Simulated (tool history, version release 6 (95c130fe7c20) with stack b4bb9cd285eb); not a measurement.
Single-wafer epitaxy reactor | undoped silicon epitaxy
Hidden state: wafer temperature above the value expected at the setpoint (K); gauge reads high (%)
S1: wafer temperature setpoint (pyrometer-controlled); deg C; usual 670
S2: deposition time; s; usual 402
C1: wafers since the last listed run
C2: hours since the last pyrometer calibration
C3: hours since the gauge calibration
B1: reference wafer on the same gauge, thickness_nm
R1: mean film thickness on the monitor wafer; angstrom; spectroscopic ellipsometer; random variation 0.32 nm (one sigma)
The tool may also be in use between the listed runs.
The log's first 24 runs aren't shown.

{"run": 25, "hour": 2229.0, "S1": 675, "S2": 453, "C1": 658, "C2": 674.1, "C3": 901.9, "B1": 94.402, "R1": 1354.45}
{"run": 26, "hour": 2285.1, "S1": 681, "S2": 402, "C1": 362, "C2": 730.2, "C3": 958.0, "B1": 94.182, "R1": 1344.81}
{"run": 27, "hour": 2367.7, "S1": 670, "S2": 464, "C1": 534, "C2": 812.8, "C3": 1040.6, "B1": 94.199, "R1": 1269.59}
{"run": 28, "hour": 2438.8, "S1": 670, "S2": 402, "C1": 460, "C2": 883.9, "C3": 1111.7, "B1": 94.173, "R1": 1096.87}
{"run": 29, "hour": 2508.3, "S1": 679, "S2": 435, "C1": 449, "C2": 953.4, "C3": 1181.2, "B1": 94.302, "R1": 1402.75}
{"run": 30, "hour": 2597.2, "S1": 661, "S2": 373, "C1": 575, "C2": 1042.3, "C3": 1270.1, "B1": 94.208, "R1": 861.22}
{"run": 31, "hour": 2692.0, "S1": 658, "S2": 348, "C1": 613, "C2": 1137.1, "C3": 1364.9, "B1": 94.009, "R1": 760.13}
{"run": 32, "hour": 2781.8, "S1": 655, "S2": 402, "C1": 581, "C2": 1226.9, "C3": 1454.7, "B1": 93.985, "R1": 832.08}
{"run": 33, "hour": 2847.6, "S1": 658, "S2": 325, "C1": 425, "C2": 1292.7, "C3": 1520.5, "B1": 94.049, "R1": 706.23}
{"run": 34, "hour": 2937.0, "S1": 670, "S2": 336, "C1": 578, "C2": 1382.1, "C3": 1609.9, "B1": 93.965, "R1": 913.85}
{"run": 35, "hour": 3028.5, "S1": 679, "S2": 465, "C1": 592, "C2": 1473.6, "C3": 1701.4, "B1": 94.033, "R1": 1491.17}

Forecast each of these 3 alternatives for the next run:
{"run": "A", "hour": 3029.0, "S1": 670, "S2": 402, "C1": 3, "C2": 1474.1, "C3": 1701.9, "B1": "?", "R1": "?"}
{"run": "B", "hour": 3029.0, "S1": 666, "S2": 377, "C1": 3, "C2": 1474.1, "C3": 1701.9, "B1": "?", "R1": "?"}
{"run": "C", "hour": 3029.0, "S1": 660, "S2": 353, "C1": 3, "C2": 1474.1, "C3": 1701.9, "B1": "?", "R1": "?"}

run=A B1=93.957 R1=1087.22
run=B B1=93.957 R1=947.12
run=C B1=93.957 R1=793.12
Without the tool's hidden state the same runs would have given:
run=A R1=1099.15
run=B R1=957.50
run=C R1=801.82
